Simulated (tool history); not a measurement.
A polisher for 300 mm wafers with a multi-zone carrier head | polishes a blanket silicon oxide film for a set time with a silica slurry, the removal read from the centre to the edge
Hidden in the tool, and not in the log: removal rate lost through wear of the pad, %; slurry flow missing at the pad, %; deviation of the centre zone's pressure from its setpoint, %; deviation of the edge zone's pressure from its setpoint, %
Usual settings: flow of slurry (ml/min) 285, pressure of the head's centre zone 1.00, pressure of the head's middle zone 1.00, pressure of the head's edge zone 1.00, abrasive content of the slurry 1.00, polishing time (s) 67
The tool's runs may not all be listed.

run	hour	flow of slurry (ml/min)	pressure of the head's centre zone	pressure of the head's middle zone	pressure of the head's edge zone	abrasive content of the slurry	polishing time (s)	wafers since the last listed run	wafers polished on this pad	hours since the slurry nozzle was cleaned	hours since the centre zone pressure was calibrated	hours since the edge zone pressure was calibrated	hours since the carrier head's membrane was replaced	incoming thickness of the incoming film, nm	film removed at the wafer's centre (nm)	film removed at mid-radius (nm)	film removed at the wafer's edge (nm)
1	0.0	285	1.04	1.00	1.00	1.00	67	0	2332	87.9	160.1	665.3	0.5	1851.4	214.2	195.7	206.6
# hour 22.5: worn pad replaced by a new one
2	30.5	285	1.04	1.00	1.00	1.00	67	315	95	118.4	190.6	695.8	31.0	1871.6	217.9	196.7	203.4
3	82.3	215	1.00	1.00	1.00	1.00	67	616	711	170.2	242.4	747.6	82.8	1854.6	206.1	191.3	201.0
4	154.0	215	1.00	1.00	1.00	1.00	67	853	1565	241.9	314.1	819.3	154.5	1864.8	209.6	190.9	204.4
5	193.2	215	1.00	1.00	1.00	1.00	67	466	2031	281.1	353.3	858.5	193.7	1826.4	209.4	188.5	204.2
# hour 252.4: centre zone pressure recalibrated
6	261.5	285	1.00	1.08	1.00	1.00	75	789	2821	349.4	9.1	926.8	262.0	1873.3	229.3	232.8	226.5
# hour 265.6: slurry nozzle cleaned
# hour 283.7: worn pad replaced by a new one
7	292.4	285	1.00	1.08	1.00	1.00	75	308	103	26.8	40.0	957.7	292.9	1850.2	228.5	229.6	227.5
# hour 327.8: edge zone pressure recalibrated
8	340.3	285	1.04	1.08	1.00	1.00	67	546	649	74.7	87.9	12.5	340.8	1873.7	211.6	208.3	202.4
9	366.7	285	1.00	1.00	1.00	1.00	67	314	964	101.1	114.3	38.9	367.2	1875.3	208.5	195.1	204.3
10	399.8	285	1.00	1.00	1.00	1.00	77	393	1358	134.2	147.4	72.0	400.3	1844.0	239.5	224.8	238.5
11	456.6	215	1.00	1.00	1.00	1.00	67	676	2034	191.0	204.2	128.8	457.1	1820.2	204.1	191.5	204.2
# hour 502.0: worn pad replaced by a new one
# hour 524.4: carrier head's membrane replaced by a new one
12	540.2	285	0.95	1.09	1.00	0.75	67	887	394	274.6	287.8	212.4	15.8	1834.7	177.9	186.7	182.5
13	567.6	285	0.93	1.00	1.09	0.70	67	326	720	302.0	315.2	239.8	43.2	1832.9	172.4	167.0	183.8
# hour 663.9: centre zone pressure recalibrated
# hour 720.0: worn pad replaced by a new one
# hour 733.0: slurry nozzle cleaned
14	767.6	345	0.89	1.00	1.00	1.00	67	2297	554	34.6	103.7	439.8	243.2	1849.9	186.6	198.9	207.0
15	811.4	285	1.09	1.11	1.00	1.20	67	521	1075	78.4	147.5	483.6	287.0	1821.8	245.3	231.7	217.9
16	860.5	210	0.97	1.00	1.00	1.00	67	584	1660	127.5	196.6	532.7	336.1	1817.1	194.9	191.6	198.0
17	888.7	285	1.00	1.00	1.00	1.00	67	335	1995	155.7	224.8	560.9	364.3	1843.3	210.1	194.0	208.4
18	950.0	210	1.00	1.00	1.06	1.00	67	729	2725	217.0	286.1	622.2	425.6	1868.2	208.2	191.8	206.8
# hour 971.9: worn pad replaced by a new one
19	979.6	285	0.91	0.91	1.06	1.00	52	304	91	246.6	315.7	651.8	455.2	1829.6	150.1	140.2	162.8
20	1026.8	285	1.00	1.00	1.00	1.00	67	561	653	293.8	362.9	699.0	502.4	1835.7	220.1	194.9	206.9
21	1057.2	285	1.00	1.00	1.00	1.15	67	361	1015	324.2	393.3	729.4	532.8	1827.8	229.5	206.3	216.2

The same runs without the tool's hidden state, with the same run-to-run variation:
run	film removed at the wafer's centre (nm)
1	212.9
2	215.7
3	202.1
4	202.1
5	199.8
6	230.4
7	229.4
8	211.9
9	208.3
10	238.4
11	201.4
12	172.6
13	166.1
14	185.7
15	243.1
16	191.7
17	205.6
18	201.2
19	144.0
20	208.4
21	215.3
film removed at mid-radius (nm): within 0.1 of the measured result in every run.
film removed at the wafer's edge (nm): as measured in every run.

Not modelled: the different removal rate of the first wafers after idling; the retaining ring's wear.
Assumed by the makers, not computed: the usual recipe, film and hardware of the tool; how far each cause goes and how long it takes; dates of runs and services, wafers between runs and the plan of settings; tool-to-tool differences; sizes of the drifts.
